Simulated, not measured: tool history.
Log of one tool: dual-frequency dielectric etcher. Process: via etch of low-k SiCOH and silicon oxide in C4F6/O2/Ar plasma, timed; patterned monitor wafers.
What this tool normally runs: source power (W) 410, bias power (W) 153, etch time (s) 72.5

| run | day | source power (W) | bias power (W) | etch time (s) | read-back reference wafer on the same gauge, depth_nm | mean etch depth across the wafer (nm) |
|---|---|---|---|---|---|---|
| 1 | 0.000 | 410 | 153 | 59.0 | 195.0 | 153.4 |
| 2 | 0.279 | 410 | 153 | 59.0 | 194.9 | 153.5 |
| 3 | 0.604 | 410 | 153 | 72.5 | 195.0 | 188.6 |
| 4 | 1.062 | 410 | 153 | 72.5 | 195.0 | 188.9 |
| 5 | 1.508 | 410 | 153 | 72.5 | 194.9 | 188.6 |
| 6 | 2.204 | 370 | 128 | 72.5 | 195.0 | 175.5 |
| 7 | 2.612 | 410 | 153 | 72.5 | 194.9 | 188.6 |
| 8 | 3.167 | 410 | 153 | 72.5 | 195.2 | 189.1 |
|  | 4.417 | upper electrode replaced |
| 9 | 4.438 | 410 | 153 | 72.5 | 195.1 | 188.4 |
| 10 | 4.450 | 410 | 153 | 72.5 | 195.0 | 188.4 |
| 11 | 5.517 | 380 | 153 | 86.0 | 195.0 | 215.8 |
| 12 | 6.079 | 380 | 153 | 86.0 | 194.9 | 216.9 |
| 13 | 6.533 | 410 | 180 | 84.5 | 195.1 | 227.5 |
|  | 6.754 | gauge calibrated |
| 14 | 7.133 | 480 | 183 | 50.5 | 194.9 | 145.6 |
| 15 | 7.404 | 360 | 140 | 80.5 | 194.9 | 195.0 |
|  | 7.625 | bias power generator calibrated |
|  | 8.617 | wet clean of the chamber |
| 16 | 8.638 | 410 | 153 | 72.5 | 194.9 | 189.1 |
| 17 | 8.654 | 360 | 116 | 64.0 | 194.9 | 150.4 |
| 18 | 8.733 | 440 | 153 | 72.5 | 194.9 | 194.9 |
| 19 | 9.021 | 360 | 153 | 60.0 | 195.1 | 147.9 |
|  | 9.571 | source power generator calibrated |
| 20 | 9.592 | 410 | 153 | 72.5 | 194.9 | 188.4 |
| 21 | 9.892 | 480 | 183 | 50.5 | 195.0 | 144.9 |
| 22 | 10.171 | 440 | 188 | 88.5 | 194.8 | 246.8 |
| 23 | 10.888 | 410 | 190 | 60.5 | 195.0 | 164.8 |
| 24 | 11.550 | 490 | 123 | 87.0 | 195.0 | 233.4 |
| 25 | 12.179 | 410 | 153 | 72.5 | 195.1 | 189.1 |

Give the tool's hidden conditions for every run:
etch rate over this chamber's usual, %: 0, the same for each run
source power that arrives over what is set, %: 0, the same for each run
bias power that arrives over what is set, %: 0, the same for each run
gauge reads high (%): 0, the same for each run
